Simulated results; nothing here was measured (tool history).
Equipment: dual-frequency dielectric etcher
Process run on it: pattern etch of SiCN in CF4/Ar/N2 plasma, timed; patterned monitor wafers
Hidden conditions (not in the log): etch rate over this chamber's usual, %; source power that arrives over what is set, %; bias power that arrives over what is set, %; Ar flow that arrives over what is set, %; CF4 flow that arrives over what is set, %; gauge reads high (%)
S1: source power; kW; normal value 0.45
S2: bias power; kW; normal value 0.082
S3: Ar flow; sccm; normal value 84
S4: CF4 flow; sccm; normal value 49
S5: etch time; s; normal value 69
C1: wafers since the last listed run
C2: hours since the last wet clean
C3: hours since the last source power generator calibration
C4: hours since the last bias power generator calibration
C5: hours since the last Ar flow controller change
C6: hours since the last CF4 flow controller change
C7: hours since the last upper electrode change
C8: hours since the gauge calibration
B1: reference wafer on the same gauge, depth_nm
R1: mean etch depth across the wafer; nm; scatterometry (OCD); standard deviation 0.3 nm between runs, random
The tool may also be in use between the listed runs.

run	hour	S1	S2	S3	S4	S5	C1	C2	C3	C4	C5	C6	C7	C8	B1	R1
1	0	0.45	0.082	84	49	74.5	0	18.6	2783.2	3436.6	108.7	2898.5	328.3	1460.1	45.3	58.1
2	28	0.45	0.095	84	49	61.5	202	46.6	2811.2	3464.6	136.7	2926.5	356.3	1488.1	45.2	50.7
# hour 46.8: source power generator calibrated
3	54.7	0.36	0.082	84	49	52.5	164	73.3	7.9	3491.3	163.4	2953.2	383	1514.8	45.2	33.8
4	67.7	0.45	0.082	84	49	69	94	86.3	20.9	3504.3	176.4	2966.2	396	1527.8	45.2	53.9
5	86	0.45	0.082	78	45	69	132	104.6	39.2	3522.6	194.7	2984.5	414.3	1546.1	45.2	53.3
6	118	0.45	0.082	84	49	56	231	136.6	71.2	3554.6	226.7	3016.5	446.3	1578.1	45.1	43.5
7	147.7	0.45	0.095	84	49	61.5	214	166.3	100.9	3584.3	256.4	3046.2	476	1607.8	45.2	50.8
# hour 150.2: gauge calibrated
# hour 162.7: CF4 flow controller replaced
8	176.4	0.45	0.082	84	49	69	164	195	129.6	3613	285.1	13.7	504.7	26.2	45.2	53.2
# hour 233.6: bias power generator calibrated
9	265.7	0.37	0.082	84	49	69	617	284.3	218.9	32.1	374.4	103	594	115.5	45.3	44.9
10	284.8	0.35	0.082	103	49	69	138	303.4	238	51.2	393.5	122.1	613.1	134.6	45.3	42.2
11	311.7	0.34	0.096	72	49	69	194	330.3	264.9	78.1	420.4	149	640	161.5	45.2	45.6
12	342.3	0.36	0.082	72	59	81.5	221	360.9	295.5	108.7	451	179.6	670.6	192.1	45.2	54.2
13	369.8	0.45	0.082	84	49	69	199	388.4	323	136.2	478.5	207.1	698.1	219.6	45.2	52.9
14	394.2	0.45	0.082	84	49	56	176	412.8	347.4	160.6	502.9	231.5	722.5	244	45.2	43
15	417.6	0.45	0.082	84	58	69	169	436.2	370.8	184	526.3	254.9	745.9	267.4	45.2	53.6
16	436.7	0.45	0.082	84	60	69	138	455.3	389.9	203.1	545.4	274	765	286.5	45.2	53.6
17	450.1	0.45	0.082	84	39	69	96	468.7	403.3	216.5	558.8	287.4	778.4	299.9	45.2	50.4
18	474.4	0.52	0.071	69	49	80.5	175	493	427.6	240.8	583.1	311.7	802.7	324.2	45.2	66.7
19	491.5	0.45	0.082	84	49	69	123	510.1	444.7	257.9	600.2	328.8	819.8	341.3	45.2	52.4
20	510.4	0.45	0.082	97	49	85.5	136	529	463.6	276.8	619.1	347.7	838.7	360.2	45.2	62.9
21	541.5	0.5	0.076	76	49	58.5	225	560.1	494.7	307.9	650.2	378.8	869.8	391.3	45.2	47.2

Per-run results on a tool with no hidden state, each run keeping its own random variation:
run	R1
1	57.8
2	50.6
3	33.8
4	53.9
5	53.4
6	43.7
7	51.1
8	53.6
9	45.6
10	42.8
11	46.4
12	55.2
13	54
14	43.9
15	54.9
16	54.9
17	51.7
18	68.6
19	54
20	64.9
21	48.8

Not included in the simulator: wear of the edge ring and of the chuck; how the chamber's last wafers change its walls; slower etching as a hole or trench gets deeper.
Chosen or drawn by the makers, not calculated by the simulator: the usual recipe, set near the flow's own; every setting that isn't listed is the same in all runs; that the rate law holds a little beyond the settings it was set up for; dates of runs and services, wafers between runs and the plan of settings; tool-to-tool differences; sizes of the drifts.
